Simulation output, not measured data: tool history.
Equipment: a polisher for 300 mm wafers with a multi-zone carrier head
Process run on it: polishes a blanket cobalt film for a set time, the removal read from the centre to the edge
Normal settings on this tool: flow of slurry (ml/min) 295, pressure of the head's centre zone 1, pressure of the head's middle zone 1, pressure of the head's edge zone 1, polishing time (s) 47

run     day  flow of slurry (ml/min)  pressure of the head's centre zone  pressure of the head's middle zone  pressure of the head's edge zone  polishing time (s)  wafers since the last listed run  wafers polished on this pad  hours since the slurry nozzle was cleaned  hours since the centre zone pressure was calibrated  hours since the edge zone pressure was calibrated  hours since the carrier head's membrane was replaced  incoming thickness of the incoming film, nm  film removed at the wafer's centre (Å)  film removed at mid-radius (Å)  film removed at the wafer's edge (Å)
  1       0                      295                                   1                                   1                                 1                  47                                 0                         6809                                      717.2                                                347.6                                              944.9                                                   715                                        985.1                                    3534                            3603                                  3589
  2   1.912                      240                                   1                                   1                              1.11                  47                               534                         7343                                      763.1                                                393.5                                              990.8                                                 760.9                                        968.5                                    3425                            3513                                  3664
      3.196  -- worn pad replaced by a new one
      3.512  -- slurry nozzle cleaned
        3.6  -- edge zone pressure recalibrated
  3   4.008                      225                                   1                                   1                                 1                  40                               504                          192                                       11.9                                                443.8                                                9.8                                                 811.2                                        967.7                                    3078                            3068                                  3058
      4.392  -- carrier head's membrane replaced by a new one
  4   7.196                      345                                   1                                   1                              1.04                  47                               832                         1024                                       88.4                                                520.3                                               86.3                                                  67.3                                          999                                    3713                            3798                                  3779
  5  11.525                      295                                0.95                                   1                                 1                  47                              1209                         2234                                      192.3                                                624.2                                              190.2                                                 171.2                                        994.2                                    3452                            3803                                  3696
     15.562  -- centre zone pressure recalibrated
  6  19.554                      210                                   1                                   1                              1.07                  47                              2220                         4454                                        385                                                 95.8                                              382.9                                                 363.9                                        982.6                                    3550                            3593                                  3643
  7  21.475                      195                                   1                                   1                              0.92                  47                               536                         4991                                      431.1                                                141.9                                                429                                                   410                                        989.6                                    3436                            3540                                  3434
  8  25.858                      295                                   1                                   1                                 1                  47                              1224                         6216                                      536.3                                                247.1                                              534.2                                                 515.2                                        990.6                                    3555                            3634                                  3653
  9  27.875                      295                                   1                                   1                                 1                  56                               563                         6780                                      584.7                                                295.5                                              582.6                                                 563.6                                        983.9                                    4327                            4325                                  4246
 10  30.604                      295                                1.06                                   1                              0.93                  39                               762                         7542                                      650.2                                                  361                                              648.1                                                 629.1                                        983.9                                    3117                            2952                                  2950
     31.221  -- worn pad replaced by a new one
     33.008  -- slurry nozzle cleaned
 11  33.471                      295                                   1                                   1                              1.03                  47                               742                          616                                       11.1                                                429.8                                              716.9                                                 697.9                                        988.6                                    3671                            3711                                  3749
 12  37.567                      295                                0.89                                1.11                              0.91                  60                              1144                         1761                                      109.4                                                528.1                                              815.2                                                 796.2                                          968                                    4144                            5224                                  4559
     38.038  -- carrier head's membrane replaced by a new one
     38.679  -- edge zone pressure recalibrated
 13  39.558                      295                                   1                                   1                                 1                  47                               475                         2236                                      157.2                                                575.9                                               21.1                                                  36.5                                        989.8                                    3614                            3701                                  3603
 14  41.212                      295                                   1                                   1                                 1                  47                               462                         2698                                      196.9                                                615.6                                               60.8                                                  76.2                                          967                                    3669                            3722                                  3638
     45.508  -- centre zone pressure recalibrated
 15  45.683                      400                                   1                                   1                              0.88                  47                              1226                         3924                                      304.2                                                  4.2                                              168.1                                                 183.5                                        965.3                                    3672                            3805                                  3560
 16  49.738                      295                                   1                                   1                                 1                  47                              1132                         5057                                      401.5                                                101.5                                              265.4                                                 280.8                                          974                                    3575                            3655                                  3571
 17  54.133                      225                                   1                                   1                                 1                  47                              1228                         6285                                        507                                                  207                                              370.9                                                 386.3                                        983.4                                    3477                            3506                                  3437
 18  61.546                      295                                1.09                                   1                                 1                  47                              2071                         8357                                      684.9                                                384.9                                              548.8                                                 564.2                                        964.2                                    3781                            3575                                  3558
 19  63.592                      295                                   1                                   1                                 1                  51                               571                         8928                                        734                                                  434                                              597.9                                                 613.3                                        981.9                                    3743                            3920                                  3859
     63.733  -- slurry nozzle cleaned
     64.396  -- worn pad replaced by a new one
 20  67.771                      295                                   1                                   1                                 1                  61                              1109                          943                                       96.9                                                534.3                                              698.2                                                 713.6                                        974.3                                    4810                            4833                                  4876
     69.442  -- carrier head's membrane replaced by a new one
 21  70.429                      230                                1.04                                   1                                 1                  47                               684                         1627                                      160.7                                                598.1                                                762                                                  23.7                                        996.6                                    3743                            3621                                  3597
 22  75.438                      250                                1.12                                   1                                 1                  47                              1399                         3027                                      280.9                                                718.3                                              882.2                                                 143.9                                        996.2                                    3990                            3623                                  3634

Predict each of these 4 candidate next runs independently; none follows another, all start after run 22:
  A  75.454                      295                                   1                                   1                                 1                  33                                 4                         3031                                      281.3                                                718.7                                              882.6                                                 144.3                                        978.9                                       ?                               ?                                     ?
  B  75.454                      375                                   1                                0.93                                 1                  52                                 4                         3031                                      281.3                                                718.7                                              882.6                                                 144.3                                        978.9                                       ?                               ?                                     ?
  C  75.454                      295                                1.09                                1.09                              0.97                  47                                 4                         3031                                      281.3                                                718.7                                              882.6                                                 144.3                                        978.9                                       ?                               ?                                     ?
  D  75.454                      350                                   1                                   1                                 1                  47                                 4                         3031                                      281.3                                                718.7                                              882.6                                                 144.3                                        978.9                                       ?                               ?                                     ?

run  film removed at the wafer's centre (Å)  film removed at mid-radius (Å)  film removed at the wafer's edge (Å)
  A                                    2541                            2613                                  2540
  B                                    4091                            3952                                  4067
  C                                    3949                            4002                                  3566
  D                                    3677                            3775                                  3657
Stripped of hidden state, with their random variation kept, the same runs would have yielded:
run  film removed at the wafer's centre (Å)  film removed at mid-radius (Å)  film removed at the wafer's edge (Å)
  A                                    2582                            2651                                  2568
  B                                    4146                            4000                                  4105
  C                                    4014                            4061                                  3607
  D                                    3729                            3824                                  3694

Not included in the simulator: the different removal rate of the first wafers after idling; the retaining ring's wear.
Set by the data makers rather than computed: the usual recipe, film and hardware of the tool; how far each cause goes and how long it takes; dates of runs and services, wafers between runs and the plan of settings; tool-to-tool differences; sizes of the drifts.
